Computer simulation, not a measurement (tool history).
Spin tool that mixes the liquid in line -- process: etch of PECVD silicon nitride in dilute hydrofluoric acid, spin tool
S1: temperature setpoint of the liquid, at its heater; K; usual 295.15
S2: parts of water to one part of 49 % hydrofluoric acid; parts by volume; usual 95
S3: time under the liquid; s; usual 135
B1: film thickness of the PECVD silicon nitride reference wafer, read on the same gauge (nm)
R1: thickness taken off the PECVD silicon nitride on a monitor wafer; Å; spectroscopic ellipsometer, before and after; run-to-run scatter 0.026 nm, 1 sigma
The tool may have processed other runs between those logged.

run,day,S1,S2,S3,B1,R1
1,0.000,295.15,95,135,89.996,36.58
# day 0.288: thermometer replaced
2,0.733,295.15,95,135,89.980,43.56
3,1.612,295.15,95,135,89.968,43.33
4,2.329,295.15,95,135,90.014,43.49
# day 2.717: gauge calibrated
5,2.854,295.15,95,165,90.008,52.87
6,3.517,295.15,95,135,89.955,42.86
7,4.262,295.15,95,135,90.009,42.66
8,4.762,299.15,135,160,90.015,46.47
9,5.092,295.15,95,135,89.988,42.91
10,5.758,295.15,55,85,89.997,45.57
11,6.375,295.15,95,135,90.025,42.58
12,6.800,295.15,95,170,90.000,54.41
13,7.258,295.15,95,135,89.987,42.51
# day 7.775: hydrofluoric acid flow meter replaced
14,7.871,295.15,55,85,90.014,48.88
15,8.283,290.65,65,60,89.981,21.34
16,8.875,295.15,125,185,89.998,47.55
17,9.483,295.15,95,135,90.036,45.42
18,9.742,298.65,80,110,89.985,55.37
19,10.362,290.65,65,60,89.968,21.36
20,11.108,295.15,95,115,89.995,38.32
21,11.488,298.65,65,215,89.994,132.53
22,12.217,291.15,95,135,89.986,34.47
23,12.500,295.15,95,135,90.028,45.08
24,13.212,295.15,60,195,90.027,101.11
25,13.846,293.15,75,135,89.983,49.06
26,14.458,296.65,95,135,89.984,49.53
27,16.554,295.15,65,205,89.955,95.94
28,17.138,295.15,95,135,90.010,44.03
29,17.392,295.15,95,135,89.966,43.98
30,17.788,298.15,130,135,89.988,38.92
31,18.462,295.15,80,135,89.993,51.79

Branching from run 31: 5 alternative next runs. What would each branch give?
A,18.483,295.15,95,135,?,?
B,18.483,298.15,95,135,?,?
C,18.483,290.65,95,70,?,?
D,18.483,295.15,95,100,?,?
E,18.483,292.65,95,135,?,?

run,B1,R1
A,90.022,44.42
B,90.022,54.23
C,90.022,16.91
D,90.022,32.90
E,90.022,37.47
With no hidden state in the tool, these same runs would have given:
run,R1
A,46.81
B,57.11
C,17.84
D,34.67
E,39.51

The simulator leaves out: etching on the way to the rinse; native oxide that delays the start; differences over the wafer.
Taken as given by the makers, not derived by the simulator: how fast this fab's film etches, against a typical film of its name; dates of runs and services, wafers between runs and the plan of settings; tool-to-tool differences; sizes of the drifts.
